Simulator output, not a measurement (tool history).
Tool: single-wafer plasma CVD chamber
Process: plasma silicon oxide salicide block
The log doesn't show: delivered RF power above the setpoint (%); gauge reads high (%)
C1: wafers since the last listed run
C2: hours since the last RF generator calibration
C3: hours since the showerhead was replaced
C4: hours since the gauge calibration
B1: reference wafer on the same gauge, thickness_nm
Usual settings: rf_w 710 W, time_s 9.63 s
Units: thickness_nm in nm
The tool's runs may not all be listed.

run 1 hour=0 | rf_w=710 time_s=11.08 | C1=0 C2=843 C3=6992 C4=517.1 | B1=111.463 | thickness_nm=108.219
run 2 hour=45.8 | rf_w=710 time_s=9.63 | C1=1373 C2=888.8 C3=7037.8 C4=562.9 | B1=111.441 | thickness_nm=93.617
run 3 hour=84.4 | rf_w=710 time_s=9.63 | C1=1157 C2=927.4 C3=7076.4 C4=601.5 | B1=111.535 | thickness_nm=93.92
run 4 hour=134.5 | rf_w=710 time_s=9.63 | C1=1502 C2=977.5 C3=7126.5 C4=651.6 | B1=111.561 | thickness_nm=94.037
run 5 hour=184.2 | rf_w=710 time_s=9.63 | C1=1490 C2=1027.2 C3=7176.2 C4=701.3 | B1=111.462 | thickness_nm=94.311
run 6 hour=227.5 | rf_w=710 time_s=9.63 | C1=1298 C2=1070.5 C3=7219.5 C4=744.6 | B1=111.507 | thickness_nm=93.507
run 7 hour=291.1 | rf_w=710 time_s=9.63 | C1=1907 C2=1134.1 C3=7283.1 C4=808.2 | B1=111.502 | thickness_nm=93.72
run 8 hour=359.3 | rf_w=710 time_s=10.81 | C1=2045 C2=1202.3 C3=7351.3 C4=876.4 | B1=111.492 | thickness_nm=105.766
-- hour=372.5 gauge calibrated
run 9 hour=387.6 | rf_w=710 time_s=9.63 | C1=848 C2=1230.6 C3=7379.6 C4=15.1 | B1=111.459 | thickness_nm=93.598
-- hour=435.3 showerhead replaced
run 10 hour=457.7 | rf_w=665 time_s=8.61 | C1=1862 C2=1300.7 C3=22.4 C4=85.2 | B1=111.477 | thickness_nm=82.212

Run 11 comes next. What will it give?
run 11 hour=517.9 | rf_w=710 time_s=10.81 | C1=1805 C2=1360.9 C3=82.6 C4=145.4 | B1=? | thickness_nm=?

B1: 111.577
thickness_nm: 105.276 nm
Without the tool's hidden state the same run would have given thickness_nm 107.611 nm.

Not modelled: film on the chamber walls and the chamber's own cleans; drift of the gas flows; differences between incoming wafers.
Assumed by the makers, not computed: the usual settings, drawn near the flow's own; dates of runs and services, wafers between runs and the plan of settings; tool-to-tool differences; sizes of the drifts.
